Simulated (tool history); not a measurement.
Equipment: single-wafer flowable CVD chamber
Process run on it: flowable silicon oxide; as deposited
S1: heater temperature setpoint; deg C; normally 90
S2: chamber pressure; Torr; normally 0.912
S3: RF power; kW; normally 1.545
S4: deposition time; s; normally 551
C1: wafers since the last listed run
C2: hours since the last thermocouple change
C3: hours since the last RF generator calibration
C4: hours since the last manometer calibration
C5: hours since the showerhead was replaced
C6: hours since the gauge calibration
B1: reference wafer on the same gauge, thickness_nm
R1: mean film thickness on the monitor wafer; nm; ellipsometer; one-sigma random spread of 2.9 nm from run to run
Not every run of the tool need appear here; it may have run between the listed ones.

run 1 hour=0 | S1=90 S2=0.912 S3=1.545 S4=551 | C1=0 C2=2285.9 C3=866 C4=784.6 C5=4257.9 C6=932.3 | B1=491.163 | R1=588.591
run 2 hour=34.4 | S1=90 S2=0.912 S3=1.545 S4=551 | C1=84 C2=2320.3 C3=900.4 C4=819 C5=4292.3 C6=966.7 | B1=490.59 | R1=590.373
run 3 hour=52.5 | S1=95 S2=0.912 S3=1.545 S4=551 | C1=44 C2=2338.4 C3=918.5 C4=837.1 C5=4310.4 C6=984.8 | B1=490.874 | R1=515.727
run 4 hour=67.8 | S1=95 S2=0.912 S3=1.545 S4=551 | C1=37 C2=2353.7 C3=933.8 C4=852.4 C5=4325.7 C6=1000.1 | B1=490.659 | R1=516.239
run 5 hour=92.1 | S1=90 S2=0.912 S3=1.545 S4=551 | C1=60 C2=2378 C3=958.1 C4=876.7 C5=4350 C6=1024.4 | B1=491.22 | R1=592.541
run 6 hour=110.2 | S1=90 S2=0.912 S3=1.545 S4=551 | C1=44 C2=2396.1 C3=976.2 C4=894.8 C5=4368.1 C6=1042.5 | B1=490.361 | R1=587.865
run 7 hour=125.1 | S1=90 S2=0.817 S3=1.545 S4=551 | C1=36 C2=2411 C3=991.1 C4=909.7 C5=4383 C6=1057.4 | B1=490.955 | R1=526.151
-- hour=131.9 gauge calibrated
run 8 hour=149.2 | S1=90 S2=0.817 S3=1.545 S4=551 | C1=59 C2=2435.1 C3=1015.2 C4=933.8 C5=4407.1 C6=17.3 | B1=490.434 | R1=528.583
run 9 hour=169.3 | S1=90 S2=0.765 S3=1.42 S4=634 | C1=49 C2=2455.2 C3=1035.3 C4=953.9 C5=4427.2 C6=37.4 | B1=491.093 | R1=554.402
run 10 hour=185.5 | S1=82 S2=0.912 S3=1.82 S4=551 | C1=40 C2=2471.4 C3=1051.5 C4=970.1 C5=4443.4 C6=53.6 | B1=490.926 | R1=753.261
run 11 hour=215.3 | S1=90 S2=0.912 S3=1.545 S4=551 | C1=73 C2=2501.2 C3=1081.3 C4=999.9 C5=4473.2 C6=83.4 | B1=490.789 | R1=593.188
run 12 hour=234.2 | S1=104 S2=0.826 S3=1.545 S4=551 | C1=46 C2=2520.1 C3=1100.2 C4=1018.8 C5=4492.1 C6=102.3 | B1=490.547 | R1=362.521
-- hour=249.4 showerhead replaced
-- hour=266.5 RF generator calibrated
run 13 hour=267 | S1=95 S2=1.111 S3=1.545 S4=625 | C1=41 C2=2552.9 C3=0.5 C4=1051.6 C5=17.6 C6=135.1 | B1=490.533 | R1=722.76
run 14 hour=292.7 | S1=105 S2=1.111 S3=1.275 S4=551 | C1=63 C2=2578.6 C3=26.2 C4=1077.3 C5=43.3 C6=160.8 | B1=490.359 | R1=441.353
-- hour=318.3 capacitance manometer re-zeroed and calibrated
run 15 hour=318.8 | S1=90 S2=0.912 S3=1.545 S4=581 | C1=44 C2=2604.7 C3=52.3 C4=0.5 C5=69.4 C6=186.9 | B1=490.617 | R1=625.652
-- hour=413.6 thermocouple changed; heater temperature recalibrated
run 16 hour=414.1 | S1=80 S2=1.022 S3=1.39 S4=450 | C1=215 C2=0.5 C3=147.6 C4=95.8 C5=164.7 C6=282.2 | B1=491.469 | R1=590.786
run 17 hour=428.6 | S1=94 S2=0.797 S3=1.765 S4=445 | C1=35 C2=15 C3=162.1 C4=110.3 C5=179.2 C6=296.7 | B1=490.409 | R1=339.997
run 18 hour=463.3 | S1=85 S2=0.912 S3=1.545 S4=551 | C1=85 C2=49.7 C3=196.8 C4=145 C5=213.9 C6=331.4 | B1=491.328 | R1=597.075
run 19 hour=475.6 | S1=104 S2=0.912 S3=1.665 S4=591 | C1=30 C2=62 C3=209.1 C4=157.3 C5=226.2 C6=343.7 | B1=490.777 | R1=384.048
run 20 hour=501.5 | S1=90 S2=1.047 S3=1.545 S4=551 | C1=63 C2=87.9 C3=235 C4=183.2 C5=252.1 C6=369.6 | B1=490.912 | R1=608.85
run 21 hour=528 | S1=78 S2=0.993 S3=1.545 S4=551 | C1=65 C2=114.4 C3=261.5 C4=209.7 C5=278.6 C6=396.1 | B1=490.833 | R1=784.309
run 22 hour=545.1 | S1=90 S2=0.912 S3=1.545 S4=551 | C1=42 C2=131.5 C3=278.6 C4=226.8 C5=295.7 C6=413.2 | B1=490.985 | R1=532.158

The next listed run, before its measurement:
run 23 hour=569.1 | S1=103 S2=0.912 S3=1.45 S4=551 | C1=59 C2=155.5 C3=302.6 C4=250.8 C5=319.7 C6=437.2 | B1=? | R1=?

{"run 23": {"B1": 490.943, "R1": 356.642}}
With the hidden condition absent and the run-to-run variation left alone, this run would have shown R1 334.551 nm.
